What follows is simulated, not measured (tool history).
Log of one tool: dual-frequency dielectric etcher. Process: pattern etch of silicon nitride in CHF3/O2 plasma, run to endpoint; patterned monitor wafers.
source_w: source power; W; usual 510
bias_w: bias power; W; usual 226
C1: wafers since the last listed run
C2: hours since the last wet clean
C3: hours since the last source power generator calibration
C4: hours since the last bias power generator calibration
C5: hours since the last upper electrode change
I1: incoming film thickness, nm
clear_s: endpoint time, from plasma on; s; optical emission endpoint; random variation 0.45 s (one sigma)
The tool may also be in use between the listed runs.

{"run": 1, "day": 0.0, "source_w": 510, "bias_w": 261, "C1": 0, "C2": 38.1, "C3": 828.0, "C4": 1285.3, "C5": 4475.4, "I1": 91.5, "clear_s": 59.6}
{"run": 2, "day": 3.096, "source_w": 510, "bias_w": 226, "C1": 1229, "C2": 112.4, "C3": 902.3, "C4": 1359.6, "C5": 4549.7, "I1": 92.0, "clear_s": 63.2}
{"run": 3, "day": 6.804, "source_w": 510, "bias_w": 226, "C1": 1472, "C2": 201.4, "C3": 991.3, "C4": 1448.6, "C5": 4638.7, "I1": 90.6, "clear_s": 61.4}
{"run": 4, "day": 9.662, "source_w": 460, "bias_w": 251, "C1": 1134, "C2": 270.0, "C3": 1059.9, "C4": 1517.2, "C5": 4707.3, "I1": 91.1, "clear_s": 61.0}
{"run": 5, "day": 13.5, "source_w": 510, "bias_w": 226, "C1": 1523, "C2": 362.1, "C3": 1152.0, "C4": 1609.3, "C5": 4799.4, "I1": 91.2, "clear_s": 61.3}
{"run": 6, "day": 15.558, "source_w": 510, "bias_w": 226, "C1": 817, "C2": 411.5, "C3": 1201.4, "C4": 1658.7, "C5": 4848.8, "I1": 91.0, "clear_s": 60.6}
{"run": 7, "day": 18.204, "source_w": 510, "bias_w": 226, "C1": 1050, "C2": 475.0, "C3": 1264.9, "C4": 1722.2, "C5": 4912.3, "I1": 91.5, "clear_s": 61.0}
{"run": 8, "day": 20.129, "source_w": 550, "bias_w": 226, "C1": 764, "C2": 521.2, "C3": 1311.1, "C4": 1768.4, "C5": 4958.5, "I1": 91.0, "clear_s": 58.7}
{"day": 23.479, "done": "wet clean of the chamber"}
{"run": 9, "day": 23.5, "source_w": 550, "bias_w": 226, "C1": 941, "C2": 0.5, "C3": 1392.0, "C4": 1849.3, "C5": 5039.4, "I1": 90.6, "clear_s": 60.2}
{"run": 10, "day": 27.638, "source_w": 590, "bias_w": 186, "C1": 1642, "C2": 99.8, "C3": 1491.3, "C4": 1948.6, "C5": 5138.7, "I1": 91.3, "clear_s": 63.4}
{"run": 11, "day": 31.325, "source_w": 590, "bias_w": 186, "C1": 1464, "C2": 188.3, "C3": 1579.8, "C4": 2037.1, "C5": 5227.2, "I1": 91.9, "clear_s": 63.2}
{"run": 12, "day": 35.638, "source_w": 380, "bias_w": 181, "C1": 1712, "C2": 291.8, "C3": 1683.3, "C4": 2140.6, "C5": 5330.7, "I1": 91.3, "clear_s": 74.1}
{"run": 13, "day": 39.421, "source_w": 510, "bias_w": 226, "C1": 1502, "C2": 382.6, "C3": 1774.1, "C4": 2231.4, "C5": 5421.5, "I1": 91.2, "clear_s": 61.3}
{"run": 14, "day": 41.271, "source_w": 470, "bias_w": 226, "C1": 734, "C2": 427.0, "C3": 1818.5, "C4": 2275.8, "C5": 5465.9, "I1": 91.7, "clear_s": 63.4}
{"run": 15, "day": 43.379, "source_w": 510, "bias_w": 226, "C1": 837, "C2": 477.6, "C3": 1869.1, "C4": 2326.4, "C5": 5516.5, "I1": 91.2, "clear_s": 60.4}
{"day": 48.296, "done": "upper electrode replaced"}
{"run": 16, "day": 48.317, "source_w": 510, "bias_w": 263, "C1": 1563, "C2": 596.1, "C3": 1987.6, "C4": 2444.9, "C5": 0.5, "I1": 91.7, "clear_s": 57.3}
{"run": 17, "day": 50.304, "source_w": 570, "bias_w": 240, "C1": 789, "C2": 643.8, "C3": 2035.3, "C4": 2492.6, "C5": 48.2, "I1": 91.6, "clear_s": 56.8}
{"run": 18, "day": 52.554, "source_w": 460, "bias_w": 186, "C1": 893, "C2": 697.8, "C3": 2089.3, "C4": 2546.6, "C5": 102.2, "I1": 90.8, "clear_s": 66.3}
{"day": 55.192, "done": "wet clean of the chamber"}
{"day": 55.908, "done": "bias power generator calibrated"}
{"run": 19, "day": 55.929, "source_w": 510, "bias_w": 226, "C1": 876, "C2": 17.7, "C3": 2170.3, "C4": 0.5, "C5": 183.2, "I1": 91.5, "clear_s": 61.3}
{"day": 57.946, "done": "source power generator calibrated"}
{"run": 20, "day": 59.625, "source_w": 460, "bias_w": 205, "C1": 1401, "C2": 106.4, "C3": 40.3, "C4": 89.2, "C5": 271.9, "I1": 90.4, "clear_s": 65.8}
{"run": 21, "day": 63.75, "source_w": 600, "bias_w": 258, "C1": 1637, "C2": 205.4, "C3": 139.3, "C4": 188.2, "C5": 370.9, "I1": 91.3, "clear_s": 55.0}
{"run": 22, "day": 67.142, "source_w": 510, "bias_w": 269, "C1": 1346, "C2": 286.8, "C3": 220.7, "C4": 269.6, "C5": 452.3, "I1": 91.8, "clear_s": 57.1}
{"run": 23, "day": 68.996, "source_w": 630, "bias_w": 174, "C1": 736, "C2": 331.3, "C3": 265.2, "C4": 314.1, "C5": 496.8, "I1": 91.8, "clear_s": 62.2}
{"run": 24, "day": 70.867, "source_w": 620, "bias_w": 211, "C1": 742, "C2": 376.2, "C3": 310.1, "C4": 359.0, "C5": 541.7, "I1": 91.8, "clear_s": 57.7}
{"run": 25, "day": 73.854, "source_w": 510, "bias_w": 226, "C1": 1186, "C2": 447.9, "C3": 381.8, "C4": 430.7, "C5": 613.4, "I1": 89.9, "clear_s": 59.7}
{"run": 26, "day": 77.683, "source_w": 400, "bias_w": 266, "C1": 1520, "C2": 539.8, "C3": 473.7, "C4": 522.6, "C5": 705.3, "I1": 91.3, "clear_s": 60.7}
{"run": 27, "day": 79.738, "source_w": 510, "bias_w": 226, "C1": 815, "C2": 589.1, "C3": 523.0, "C4": 571.9, "C5": 754.6, "I1": 90.9, "clear_s": 59.0}
{"run": 28, "day": 81.662, "source_w": 510, "bias_w": 226, "C1": 764, "C2": 635.3, "C3": 569.2, "C4": 618.1, "C5": 800.8, "I1": 90.7, "clear_s": 58.6}
{"day": 84.025, "done": "wet clean of the chamber"}
{"run": 29, "day": 85.638, "source_w": 430, "bias_w": 180, "C1": 1181, "C2": 38.7, "C3": 664.6, "C4": 713.5, "C5": 896.2, "I1": 91.3, "clear_s": 72.8}
{"run": 30, "day": 88.062, "source_w": 550, "bias_w": 189, "C1": 962, "C2": 96.9, "C3": 722.8, "C4": 771.7, "C5": 954.4, "I1": 91.5, "clear_s": 65.2}
{"run": 31, "day": 100.104, "source_w": 430, "bias_w": 226, "C1": 4781, "C2": 385.9, "C3": 1011.8, "C4": 1060.7, "C5": 1243.4, "I1": 93.5, "clear_s": 66.5}
{"run": 32, "day": 103.596, "source_w": 590, "bias_w": 226, "C1": 1386, "C2": 469.7, "C3": 1095.6, "C4": 1144.5, "C5": 1327.2, "I1": 91.4, "clear_s": 57.7}
{"run": 33, "day": 105.158, "source_w": 510, "bias_w": 226, "C1": 620, "C2": 507.2, "C3": 1133.1, "C4": 1182.0, "C5": 1364.7, "I1": 90.7, "clear_s": 59.5}
{"run": 34, "day": 107.867, "source_w": 510, "bias_w": 212, "C1": 1075, "C2": 572.2, "C3": 1198.1, "C4": 1247.0, "C5": 1429.7, "I1": 90.4, "clear_s": 61.4}

Forecast each of these 5 alternatives for the next run:
{"run": "A", "day": 107.883, "source_w": 510, "bias_w": 181, "C1": 6, "C2": 572.6, "C3": 1198.5, "C4": 1247.4, "C5": 1430.1, "I1": 90.5, "clear_s": "?"}
{"run": "B", "day": 107.883, "source_w": 620, "bias_w": 246, "C1": 6, "C2": 572.6, "C3": 1198.5, "C4": 1247.4, "C5": 1430.1, "I1": 90.5, "clear_s": "?"}
{"run": "C", "day": 107.883, "source_w": 390, "bias_w": 205, "C1": 6, "C2": 572.6, "C3": 1198.5, "C4": 1247.4, "C5": 1430.1, "I1": 90.5, "clear_s": "?"}
{"run": "D", "day": 107.883, "source_w": 440, "bias_w": 192, "C1": 6, "C2": 572.6, "C3": 1198.5, "C4": 1247.4, "C5": 1430.1, "I1": 90.5, "clear_s": "?"}
{"run": "E", "day": 107.883, "source_w": 510, "bias_w": 252, "C1": 6, "C2": 572.6, "C3": 1198.5, "C4": 1247.4, "C5": 1430.1, "I1": 90.5, "clear_s": "?"}

run=A clear_s=65.8
run=B clear_s=54.4
run=C clear_s=68.9
run=D clear_s=67.8
run=E clear_s=57.8
Without the tool's hidden state the same runs would have given:
run=A clear_s=68.7
run=B clear_s=56.7
run=C clear_s=71.8
run=D clear_s=70.7
run=E clear_s=60.2
